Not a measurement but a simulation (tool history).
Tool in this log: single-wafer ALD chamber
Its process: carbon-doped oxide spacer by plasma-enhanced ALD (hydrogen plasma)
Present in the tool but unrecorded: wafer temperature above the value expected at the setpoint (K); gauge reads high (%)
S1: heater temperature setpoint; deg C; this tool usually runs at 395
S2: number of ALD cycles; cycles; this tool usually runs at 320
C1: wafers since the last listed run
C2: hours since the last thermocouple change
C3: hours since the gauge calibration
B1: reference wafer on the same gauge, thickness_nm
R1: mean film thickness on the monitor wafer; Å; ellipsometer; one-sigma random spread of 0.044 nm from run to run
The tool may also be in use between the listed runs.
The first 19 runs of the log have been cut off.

run	hour	S1	S2	C1	C2	C3	B1	R1
20	249.1	406	289	10	1382	356.5	16.086	156.63
21	263.6	383	320	16	1396.5	371	16.095	177.08
22	275.6	395	275	14	1408.5	383	16.103	152.21
23	290.1	395	275	16	1423	397.5	16.095	151.33
# hour 309.7: thermocouple changed; heater temperature recalibrated
24	310.2	395	320	14	0.5	417.6	16.09	176.98
25	313.1	395	286	3	3.4	420.5	16.102	158.87
26	343.5	395	320	35	33.8	450.9	16.104	177.53
27	355.1	395	320	13	45.4	462.5	16.086	176.42
28	368.1	390	278	15	58.4	475.5	16.096	153.68
29	379.7	409	262	13	70	487.1	16.102	141.68
30	395.3	383	269	18	85.6	502.7	16.101	148.86
# hour 402.1: gauge calibrated
31	404.4	380	267	10	94.7	2.3	16.107	146.86
32	420.4	387	289	18	110.7	18.3	16.098	159.43
33	432.4	402	353	14	122.7	30.3	16.104	193.82
34	476.4	395	279	51	166.7	74.3	16.093	154.02
35	487	387	373	12	177.3	84.9	16.099	206.25
36	502.8	390	364	18	193.1	100.7	16.103	200.87
37	510.9	395	280	9	201.2	108.8	16.105	155.09
38	528.6	390	320	20	218.9	126.5	16.104	176.53

Run 39, settings as shown, results not yet in. Your forecast:
39	543.1	395	320	16	233.4	141	?	?

B1: 16.103
R1: 177.76 Å
Without the tool's hidden state the same run would have given R1 177.76 Å.
